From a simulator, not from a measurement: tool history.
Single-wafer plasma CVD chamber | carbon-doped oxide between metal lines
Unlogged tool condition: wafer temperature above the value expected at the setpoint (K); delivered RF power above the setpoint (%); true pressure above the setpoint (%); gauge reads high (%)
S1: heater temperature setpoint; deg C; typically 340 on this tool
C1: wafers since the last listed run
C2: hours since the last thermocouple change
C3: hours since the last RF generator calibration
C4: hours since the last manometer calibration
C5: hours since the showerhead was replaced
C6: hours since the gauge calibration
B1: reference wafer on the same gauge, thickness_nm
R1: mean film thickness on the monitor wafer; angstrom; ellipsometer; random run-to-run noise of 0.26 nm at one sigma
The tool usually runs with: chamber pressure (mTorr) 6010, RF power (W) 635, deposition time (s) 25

{"run": 1, "day": 0.0, "S1": 340, "chamber pressure (mTorr)": 6680, "RF power (W)": 635, "deposition time (s)": 25, "C1": 0, "C2": 2022.7, "C3": 860.6, "C4": 1527.6, "C5": 3958.5, "C6": 336.9, "B1": 144.957, "R1": 1740.76}
{"run": 2, "day": 0.588, "S1": 340, "chamber pressure (mTorr)": 6010, "RF power (W)": 635, "deposition time (s)": 25, "C1": 277, "C2": 2036.8, "C3": 874.7, "C4": 1541.7, "C5": 3972.6, "C6": 351, "B1": 145, "R1": 1724.48}
{"run": 3, "day": 1.142, "S1": 340, "chamber pressure (mTorr)": 6010, "RF power (W)": 635, "deposition time (s)": 25, "C1": 261, "C2": 2050.1, "C3": 888, "C4": 1555, "C5": 3985.9, "C6": 364.3, "B1": 144.996, "R1": 1722.58}
{"run": 4, "day": 2.567, "S1": 340, "chamber pressure (mTorr)": 6010, "RF power (W)": 635, "deposition time (s)": 25, "C1": 673, "C2": 2084.3, "C3": 922.2, "C4": 1589.2, "C5": 4020.1, "C6": 398.5, "B1": 144.946, "R1": 1727.17}
{"run": 5, "day": 4.054, "S1": 340, "chamber pressure (mTorr)": 6010, "RF power (W)": 635, "deposition time (s)": 25, "C1": 702, "C2": 2120, "C3": 957.9, "C4": 1624.9, "C5": 4055.8, "C6": 434.2, "B1": 145.011, "R1": 1716.77}
{"run": 6, "day": 5.358, "S1": 331, "chamber pressure (mTorr)": 6610, "RF power (W)": 635, "deposition time (s)": 25, "C1": 616, "C2": 2151.3, "C3": 989.2, "C4": 1656.2, "C5": 4087.1, "C6": 465.5, "B1": 144.995, "R1": 1801.04}
{"run": 7, "day": 5.95, "S1": 331, "chamber pressure (mTorr)": 6610, "RF power (W)": 635, "deposition time (s)": 25, "C1": 279, "C2": 2165.5, "C3": 1003.4, "C4": 1670.4, "C5": 4101.3, "C6": 479.7, "B1": 145.037, "R1": 1794.56}
{"day": 6.4, "done": "gauge calibrated"}
{"day": 6.525, "done": "capacitance manometer re-zeroed and calibrated"}
{"run": 8, "day": 6.779, "S1": 331, "chamber pressure (mTorr)": 6610, "RF power (W)": 635, "deposition time (s)": 25, "C1": 234, "C2": 2185.4, "C3": 1023.3, "C4": 6.1, "C5": 4121.2, "C6": 9.1, "B1": 145.034, "R1": 1797.33}
{"run": 9, "day": 7.492, "S1": 340, "chamber pressure (mTorr)": 5150, "RF power (W)": 635, "deposition time (s)": 25, "C1": 336, "C2": 2202.5, "C3": 1040.4, "C4": 23.2, "C5": 4138.3, "C6": 26.2, "B1": 144.976, "R1": 1685.1}
{"run": 10, "day": 8.608, "S1": 340, "chamber pressure (mTorr)": 6010, "RF power (W)": 635, "deposition time (s)": 25, "C1": 527, "C2": 2229.3, "C3": 1067.2, "C4": 50, "C5": 4165.1, "C6": 53, "B1": 144.956, "R1": 1715.84}
{"day": 9.738, "done": "RF generator calibrated"}
{"run": 11, "day": 9.758, "S1": 340, "chamber pressure (mTorr)": 6010, "RF power (W)": 635, "deposition time (s)": 25, "C1": 385, "C2": 2256.9, "C3": 0.5, "C4": 77.6, "C5": 4192.7, "C6": 80.6, "B1": 145.027, "R1": 1755.45}
{"day": 10.196, "done": "thermocouple changed; heater temperature recalibrated"}
{"run": 12, "day": 10.488, "S1": 340, "chamber pressure (mTorr)": 6010, "RF power (W)": 635, "deposition time (s)": 25, "C1": 187, "C2": 7, "C3": 18, "C4": 95.1, "C5": 4210.2, "C6": 98.1, "B1": 145.02, "R1": 1722.01}
{"run": 13, "day": 11.108, "S1": 329, "chamber pressure (mTorr)": 6010, "RF power (W)": 635, "deposition time (s)": 25, "C1": 293, "C2": 21.9, "C3": 32.9, "C4": 110, "C5": 4225.1, "C6": 113, "B1": 145.018, "R1": 1782.11}
{"run": 14, "day": 12.062, "S1": 340, "chamber pressure (mTorr)": 6010, "RF power (W)": 635, "deposition time (s)": 23.9, "C1": 450, "C2": 44.8, "C3": 55.8, "C4": 132.9, "C5": 4248, "C6": 135.9, "B1": 144.95, "R1": 1646.83}
{"run": 15, "day": 12.696, "S1": 351, "chamber pressure (mTorr)": 6960, "RF power (W)": 680, "deposition time (s)": 21.5, "C1": 299, "C2": 60, "C3": 71, "C4": 148.1, "C5": 4263.2, "C6": 151.1, "B1": 145.05, "R1": 1514.69}
{"run": 16, "day": 13.875, "S1": 325, "chamber pressure (mTorr)": 6760, "RF power (W)": 725, "deposition time (s)": 25, "C1": 557, "C2": 88.3, "C3": 99.3, "C4": 176.4, "C5": 4291.5, "C6": 179.4, "B1": 144.963, "R1": 1992.19}
{"run": 17, "day": 15.25, "S1": 329, "chamber pressure (mTorr)": 4930, "RF power (W)": 750, "deposition time (s)": 28.2, "C1": 649, "C2": 121.3, "C3": 132.3, "C4": 209.4, "C5": 4324.5, "C6": 212.4, "B1": 144.987, "R1": 2151.83}
{"run": 18, "day": 15.892, "S1": 329, "chamber pressure (mTorr)": 6010, "RF power (W)": 635, "deposition time (s)": 25, "C1": 303, "C2": 136.7, "C3": 147.7, "C4": 224.8, "C5": 4339.9, "C6": 227.8, "B1": 145.037, "R1": 1793.06}
{"run": 19, "day": 16.962, "S1": 344, "chamber pressure (mTorr)": 6010, "RF power (W)": 720, "deposition time (s)": 25, "C1": 505, "C2": 162.4, "C3": 173.4, "C4": 250.5, "C5": 4365.6, "C6": 253.5, "B1": 144.918, "R1": 1834.13}
{"day": 18.062, "done": "showerhead replaced"}
{"run": 20, "day": 18.446, "S1": 350, "chamber pressure (mTorr)": 6010, "RF power (W)": 635, "deposition time (s)": 25, "C1": 543, "C2": 198, "C3": 209, "C4": 286.1, "C5": 9.2, "C6": 289.1, "B1": 144.979, "R1": 1670.12}
{"run": 21, "day": 19.538, "S1": 354, "chamber pressure (mTorr)": 4740, "RF power (W)": 525, "deposition time (s)": 23.3, "C1": 515, "C2": 224.2, "C3": 235.2, "C4": 312.3, "C5": 35.4, "C6": 315.3, "B1": 145.01, "R1": 1322.71}
{"run": 22, "day": 20.738, "S1": 340, "chamber pressure (mTorr)": 6010, "RF power (W)": 635, "deposition time (s)": 25, "C1": 566, "C2": 253, "C3": 264, "C4": 341.1, "C5": 64.2, "C6": 344.1, "B1": 145.061, "R1": 1723.57}
{"run": 23, "day": 22.038, "S1": 340, "chamber pressure (mTorr)": 6010, "RF power (W)": 635, "deposition time (s)": 25, "C1": 614, "C2": 284.2, "C3": 295.2, "C4": 372.3, "C5": 95.4, "C6": 375.3, "B1": 145.017, "R1": 1724.25}
{"run": 24, "day": 22.654, "S1": 340, "chamber pressure (mTorr)": 6010, "RF power (W)": 560, "deposition time (s)": 25, "C1": 291, "C2": 299, "C3": 310, "C4": 387.1, "C5": 110.2, "C6": 390.1, "B1": 145.093, "R1": 1595.75}
{"run": 25, "day": 24.096, "S1": 340, "chamber pressure (mTorr)": 5090, "RF power (W)": 760, "deposition time (s)": 25, "C1": 681, "C2": 333.6, "C3": 344.6, "C4": 421.7, "C5": 144.8, "C6": 424.7, "B1": 144.924, "R1": 1865.13}
{"run": 26, "day": 25.05, "S1": 340, "chamber pressure (mTorr)": 6010, "RF power (W)": 545, "deposition time (s)": 28.1, "C1": 450, "C2": 356.5, "C3": 367.5, "C4": 444.6, "C5": 167.7, "C6": 447.6, "B1": 145.022, "R1": 1760.56}
{"run": 27, "day": 26.467, "S1": 340, "chamber pressure (mTorr)": 6010, "RF power (W)": 695, "deposition time (s)": 25, "C1": 669, "C2": 390.5, "C3": 401.5, "C4": 478.6, "C5": 201.7, "C6": 481.6, "B1": 144.956, "R1": 1818.85}

5 ways to go on from here, each from the tool as it stands after run 27. What would each give?
{"run": "A", "day": 26.483, "S1": 335, "chamber pressure (mTorr)": 6010, "RF power (W)": 635, "deposition time (s)": 25, "C1": 7, "C2": 390.9, "C3": 401.9, "C4": 479, "C5": 202.1, "C6": 482, "B1": "?", "R1": "?"}
{"run": "B", "day": 26.483, "S1": 340, "chamber pressure (mTorr)": 5160, "RF power (W)": 560, "deposition time (s)": 25, "C1": 7, "C2": 390.9, "C3": 401.9, "C4": 479, "C5": 202.1, "C6": 482, "B1": "?", "R1": "?"}
{"run": "C", "day": 26.483, "S1": 340, "chamber pressure (mTorr)": 6010, "RF power (W)": 635, "deposition time (s)": 27.1, "C1": 7, "C2": 390.9, "C3": 401.9, "C4": 479, "C5": 202.1, "C6": 482, "B1": "?", "R1": "?"}
{"run": "D", "day": 26.483, "S1": 333, "chamber pressure (mTorr)": 6010, "RF power (W)": 635, "deposition time (s)": 25, "C1": 7, "C2": 390.9, "C3": 401.9, "C4": 479, "C5": 202.1, "C6": 482, "B1": "?", "R1": "?"}
{"run": "E", "day": 26.483, "S1": 340, "chamber pressure (mTorr)": 5470, "RF power (W)": 635, "deposition time (s)": 25, "C1": 7, "C2": 390.9, "C3": 401.9, "C4": 479, "C5": 202.1, "C6": 482, "B1": "?", "R1": "?"}

run=A B1=144.961 R1=1752.29
run=B B1=144.961 R1=1560.37
run=C B1=144.961 R1=1864.26
run=D B1=144.961 R1=1764.72
run=E B1=144.961 R1=1699.73
Without the tool's hidden state the same runs would have given:
run=A R1=1757.42
run=B R1=1565.18
run=C R1=1870
run=D R1=1769.78
run=E R1=1704.97
